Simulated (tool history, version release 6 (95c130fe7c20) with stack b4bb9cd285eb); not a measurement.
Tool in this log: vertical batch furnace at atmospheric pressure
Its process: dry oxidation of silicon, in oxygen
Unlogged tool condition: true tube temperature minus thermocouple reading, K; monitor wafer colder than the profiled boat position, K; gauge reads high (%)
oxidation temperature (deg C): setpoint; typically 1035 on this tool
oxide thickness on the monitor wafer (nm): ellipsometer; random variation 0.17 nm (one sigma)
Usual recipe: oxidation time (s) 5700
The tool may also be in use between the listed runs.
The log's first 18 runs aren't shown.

run,hour,oxidation temperature (deg C),oxidation time (s),wafers since the last listed run,hours since the last temperature calibration,hours since the boat lift was adjusted,hours since the gauge calibration,"read-back reference wafer on the same gauge, thickness",oxide thickness on the monitor wafer (nm)
19,383.3,1035,5700,259,163.1,5990.7,639.4,127.98,111.63
20,402.1,1019,3300,216,181.9,6009.5,658.2,127.89,78.22
# hour 438: boat lift adjusted
21,438.5,1058,3090,142,218.3,0.5,694.6,127.99,94.37
22,448.1,1035,7740,110,227.9,10.1,704.2,128.06,131.54
23,466.3,1012,8220,209,246.1,28.3,722.4,127.99,116.76
24,480.1,1035,4980,158,259.9,42.1,736.2,127.98,104.29
# hour 491.2: gauge calibrated
25,498.7,1057,4470,213,278.5,60.7,7.5,127.96,112.79
26,512.8,1057,6900,162,292.6,74.8,21.6,128.09,142.57
27,521.8,1035,5700,103,301.6,83.8,30.6,128.02,111.61
28,530.9,1035,5700,104,310.7,92.9,39.7,128.02,111.66
29,554.2,1029,3390,267,334,116.2,63,128.08,83.76
30,568.5,1021,3390,164,348.3,130.5,77.3,127.95,79.96
31,606.1,1035,4260,432,385.9,168.1,114.9,127.91,96.47
32,615.7,1035,5700,110,395.5,177.7,124.5,128.02,111.6
33,640,1018,7620,279,419.8,202,148.8,127.98,116.33

Each row is a separate what-if for the run after 33, all from the same tool condition, not one after another. Results?
A,646.1,1035,5700,70,425.9,208.1,154.9,?,?
B,646.1,1035,7050,70,425.9,208.1,154.9,?,?
C,646.1,1056,5700,70,425.9,208.1,154.9,?,?

run,"read-back reference wafer on the same gauge, thickness",oxide thickness on the monitor wafer (nm)
A,128,112.1
B,128,125.6
C,128,128.11
Had the tool no hidden state, the same runs would have come out as:
run,oxide thickness on the monitor wafer (nm)
A,111.99
B,125.47
C,127.99
